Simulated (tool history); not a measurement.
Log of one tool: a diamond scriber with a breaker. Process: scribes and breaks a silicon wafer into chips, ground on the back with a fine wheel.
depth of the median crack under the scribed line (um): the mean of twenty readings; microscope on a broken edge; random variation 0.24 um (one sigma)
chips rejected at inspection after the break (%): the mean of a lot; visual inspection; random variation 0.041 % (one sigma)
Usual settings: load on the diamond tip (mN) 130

run,hour,load on the diamond tip (mN),"incoming depth of the damage left on the back of the incoming wafer, um",depth of the median crack under the scribed line (um),chips rejected at inspection after the break (%)
1,0.0,130,2.16,14.86,0.96
2,97.4,130,2.36,15.34,1.07
3,123.1,130,1.52,14.77,0.66
4,144.6,130,2.11,14.95,0.87
5,180.3,130,2.96,14.72,1.66
6,202.4,130,2.99,15.23,1.46
# hour 215.2: diamond tip replaced by a new one
7,224.5,130,2.35,15.62,1.11
8,249.9,130,2.94,15.40,1.71
9,281.5,141,2.86,17.16,2.71
10,295.9,142,1.94,16.77,2.28
# hour 370.3: load on the tip recalibrated
11,374.6,160,2.98,17.22,3.75
12,386.7,168,1.76,17.60,4.73
13,418.8,142,2.26,16.19,1.39
14,438.9,108,2.70,12.11,4.01
15,467.8,117,1.89,13.59,1.42
16,501.3,161,2.69,17.51,4.01

The same runs without the tool's hidden state, with the same run-to-run variation:
The hidden state here: share of the diamond tip's cutting effectiveness lost through wear, %; deviation of the load on the tip from its setpoint, %.
run,depth of the median crack under the scribed line (um),chips rejected at inspection after the break (%)
1,14.72,0.96
2,15.02,1.06
3,14.40,0.61
4,14.51,0.82
5,14.19,1.65
6,14.60,1.43
7,14.90,0.98
8,14.59,1.60
9,16.11,1.71
10,15.68,1.11
11,17.15,3.65
12,17.53,4.58
13,16.11,1.33
14,12.04,4.21
15,13.48,1.55
16,17.31,3.67
